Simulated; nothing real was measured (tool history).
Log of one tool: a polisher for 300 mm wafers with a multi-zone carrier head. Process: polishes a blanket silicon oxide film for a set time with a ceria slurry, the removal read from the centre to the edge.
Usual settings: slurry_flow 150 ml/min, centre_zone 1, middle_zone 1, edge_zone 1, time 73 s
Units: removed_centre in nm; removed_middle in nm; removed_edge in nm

| run | hour | slurry_flow | centre_zone | middle_zone | edge_zone | time | incoming thickness of the incoming film, nm | removed_centre | removed_middle | removed_edge |
|---|---|---|---|---|---|---|---|---|---|---|
| 1 | 0 | 150 | 1 | 1 | 1 | 84 | 1800.4 | 311.7 | 334.2 | 338.9 |
|  | 14.8 | edge zone pressure recalibrated |
| 2 | 53.9 | 165 | 1 | 1 | 1 | 73 | 1767 | 273.7 | 298.8 | 299.1 |
|  | 75 | worn pad replaced by a new one |
| 3 | 84.4 | 150 | 0.93 | 1.05 | 1.06 | 61 | 1743.3 | 205.5 | 254 | 252.1 |
| 4 | 122.3 | 150 | 1 | 0.97 | 1 | 58 | 1772.1 | 208.7 | 226 | 239.1 |
| 5 | 172.1 | 125 | 1 | 1 | 1 | 73 | 1791.1 | 253.5 | 279 | 284.3 |
|  | 226.2 | carrier head's membrane replaced by a new one |
| 6 | 232.3 | 185 | 1 | 1 | 0.94 | 89 | 1785.4 | 334.1 | 367.2 | 360.4 |
|  | 257.1 | centre zone pressure recalibrated |
| 7 | 341 | 150 | 1 | 1 | 1 | 94 | 1767.1 | 376.6 | 370.2 | 382.1 |
| 8 | 379.5 | 135 | 1.08 | 1 | 1 | 64 | 1763.8 | 270.1 | 250.3 | 257.2 |
| 9 | 437.1 | 150 | 1 | 1 | 1 | 73 | 1789 | 290.1 | 294.6 | 295.2 |
|  | 485.5 | worn pad replaced by a new one |
|  | 564.1 | slurry nozzle cleaned |
| 10 | 644 | 150 | 1 | 1.09 | 1 | 73 | 1783 | 293.5 | 306.2 | 293.9 |
| 11 | 698.4 | 150 | 1 | 1 | 1 | 66 | 1791.1 | 261.3 | 263.3 | 266.3 |
|  | 717.3 | edge zone pressure recalibrated |
| 12 | 747.1 | 150 | 1 | 1 | 1 | 73 | 1774.1 | 290.3 | 293.3 | 295.6 |
|  | 793.8 | carrier head's membrane replaced by a new one |
| 13 | 806.3 | 150 | 1 | 1 | 1.1 | 73 | 1774.3 | 291.3 | 289.6 | 307.8 |
| 14 | 862.7 | 185 | 1 | 1 | 1 | 59 | 1788.5 | 244 | 243.9 | 243.6 |
| 15 | 889.2 | 150 | 1 | 0.91 | 0.9 | 73 | 1757.4 | 287 | 269.6 | 286.1 |
| 16 | 947.4 | 125 | 0.9 | 0.92 | 1 | 90 | 1777.1 | 300.9 | 327.9 | 356.2 |
|  | 956 | worn pad replaced by a new one |
| 17 | 1017.8 | 150 | 1.07 | 1 | 1 | 73 | 1789.8 | 302.7 | 291.4 | 299.4 |
| 18 | 1079.2 | 185 | 1 | 1 | 1 | 59 | 1779.7 | 240.4 | 245.1 | 246.1 |
| 19 | 1131 | 115 | 1 | 1 | 0.93 | 65 | 1762.5 | 235.6 | 240.2 | 245.9 |
| 20 | 1185.6 | 150 | 1 | 1 | 1 | 89 | 1782.8 | 337.6 | 355.2 | 358 |
| 21 | 1294.6 | 150 | 1 | 1 | 1 | 73 | 1799.4 | 279.5 | 289.2 | 297.3 |

What the log doesn't show, run by run:
removal rate lost through wear of the pad, %: 0 in every run
slurry flow missing at the pad, %: 0 in every run
deviation of the edge zone's pressure from its setpoint, %: 0 in every run
H1: deviation of the centre zone's pressure from its setpoint, %
| run | H1 |
|---|---|
| 1 | -7.67 |
| 2 | -8.32 |
| 3 | -8.7 |
| 4 | -9.18 |
| 5 | -9.84 |
| 6 | -10.7 |
| 7 | -0.218 |
| 8 | -0.254 |
| 9 | -0.334 |
| 10 | -0.872 |
| 11 | -1.08 |
| 12 | -1.29 |
| 13 | -1.57 |
| 14 | -1.87 |
| 15 | -2.02 |
| 16 | -2.37 |
| 17 | -2.84 |
| 18 | -3.29 |
| 19 | -3.69 |
| 20 | -4.14 |
| 21 | -5.13 |
